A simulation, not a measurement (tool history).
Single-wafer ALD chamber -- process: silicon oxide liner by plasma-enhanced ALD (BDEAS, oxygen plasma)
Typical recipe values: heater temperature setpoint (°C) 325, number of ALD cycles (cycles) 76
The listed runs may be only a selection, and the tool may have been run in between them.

run     day  heater temperature setpoint (°C)  number of ALD cycles (cycles)  wafers since the last listed run  hours since the last thermocouple change  hours since the gauge calibration  read-back reference wafer on the same gauge, thickness_nm  mean film thickness on the monitor wafer (angstrom)
  1   0.000                               325                             76                                 0                                    1521.3                               60.2                                                      7.308                                                69.14
  2   0.433                               325                             76                                66                                    1531.7                               70.6                                                      7.311                                                68.99
  3   0.692                               325                             76                                39                                    1537.9                               76.8                                                      7.301                                                68.85
  4   1.050                               334                             76                                55                                    1546.5                               85.4                                                      7.293                                                67.76
  5   1.758                               334                             76                               108                                    1563.5                              102.4                                                      7.293                                                67.69
  6   2.192                               325                             85                                66                                    1573.9                              112.8                                                      7.288                                                76.96
  7   2.738                               325                             85                                83                                    1587.0                              125.9                                                      7.272                                                76.49
  8   3.458                               325                             85                               110                                    1604.3                              143.2                                                      7.281                                                76.92
  9   3.896                               325                             76                                67                                    1614.8                              153.7                                                      7.278                                                68.61
 10   4.329                               325                             76                                66                                    1625.2                              164.1                                                      7.265                                                68.76
 11   4.671                               325                             76                                52                                    1633.4                              172.3                                                      7.260                                                68.49
 12   5.367                               325                             76                               106                                    1650.1                              189.0                                                      7.265                                                68.43
 13   5.629                               325                             76                                40                                    1656.4                              195.3                                                      7.257                                                68.39
 14   5.896                               325                             76                                40                                    1662.8                              201.7                                                      7.251                                                68.52
 15   6.167                               325                             76                                41                                    1669.3                              208.2                                                      7.253                                                68.51
      6.538  -- thermocouple changed; heater temperature recalibrated
 16   6.596                               325                             76                                14                                       1.4                              218.5                                                      7.254                                                68.04
 17   8.229                               325                             80                               250                                      40.6                              257.7                                                      7.237                                                71.59
 18   8.675                               325                             80                                68                                      51.3                              268.4                                                      7.228                                                71.47
 19   9.283                               325                             80                                93                                      65.9                              283.0                                                      7.232                                                71.94
 20   9.675                               325                             84                                60                                      75.3                              292.4                                                      7.237                                                75.18
 21   9.962                               325                             76                                44                                      82.2                              299.3                                                      7.222                                                68.32
 22  10.408                               317                             67                                68                                      92.9                              310.0                                                      7.231                                                60.76
 23  10.742                               325                             85                                51                                     100.9                              318.0                                                      7.229                                                76.36
 24  11.917                               339                             89                               180                                     129.1                              346.2                                                      7.226                                                78.09
 25  12.629                               338                             85                               109                                     146.2                              363.3                                                      7.225                                                74.33
 26  13.075                               337                             66                                68                                     156.9                              374.0                                                      7.221                                                58.27
 27  13.429                               337                             64                                54                                     165.4                              382.5                                                      7.225                                                56.22
 28  13.950                               325                             76                                80                                     177.9                              395.0                                                      7.222                                                68.00
 29  14.388                               311                             61                                67                                     188.4                              405.5                                                      7.220                                                55.76
 30  14.867                               338                             69                                73                                     199.9                              417.0                                                      7.218                                                60.76
 31  15.117                               325                             76                                38                                     205.9                              423.0                                                      7.213                                                68.30
     15.475  -- gauge calibrated
 32  17.338                               315                             87                               341                                     259.2                               44.7                                                      7.364                                                80.97
 33  17.850                               317                             76                                78                                     271.5                               57.0                                                      7.364                                                70.13
 34  18.433                               325                             76                                89                                     285.5                               71.0                                                      7.355                                                69.26
 35  18.804                               337                             85                                56                                     294.4                               79.9                                                      7.346                                                76.14
 36  19.271                               334                             76                                71                                     305.6                               91.1                                                      7.340                                                68.27
 37  19.550                               331                             76                                42                                     312.3                               97.8                                                      7.327                                                68.44
 38  20.283                               325                             76                               112                                     329.9                              115.4                                                      7.326                                                69.00
 39  20.729                               313                             76                                68                                     340.6                              126.1                                                      7.328                                                70.35
 40  21.117                               332                             76                                59                                     349.9                              135.4                                                      7.319                                                68.16
 41  21.721                               336                             87                                92                                     364.4                              149.9                                                      7.315                                                77.69

5 options for the next run, each taken on its own from the tool as it stands now. Forecast them:
  A  21.742                               325                             76                                 3                                     364.9                              150.4                                                          ?                                                    ?
  B  21.742                               316                             70                                 3                                     364.9                              150.4                                                          ?                                                    ?
  C  21.742                               325                             70                                 3                                     364.9                              150.4                                                          ?                                                    ?
  D  21.742                               330                             85                                 3                                     364.9                              150.4                                                          ?                                                    ?
  E  21.742                               325                             86                                 3                                     364.9                              150.4                                                          ?                                                    ?

run  read-back reference wafer on the same gauge, thickness_nm  mean film thickness on the monitor wafer (angstrom)
  A                                                      7.311                                                69.02
  B                                                      7.311                                                64.46
  C                                                      7.311                                                63.58
  D                                                      7.311                                                76.60
  E                                                      7.311                                                78.11
Without the tool's unlogged condition, the same runs would have read:
run  mean film thickness on the monitor wafer (angstrom)
  A                                                69.76
  B                                                65.15
  C                                                64.25
  D                                                77.42
  E                                                78.94
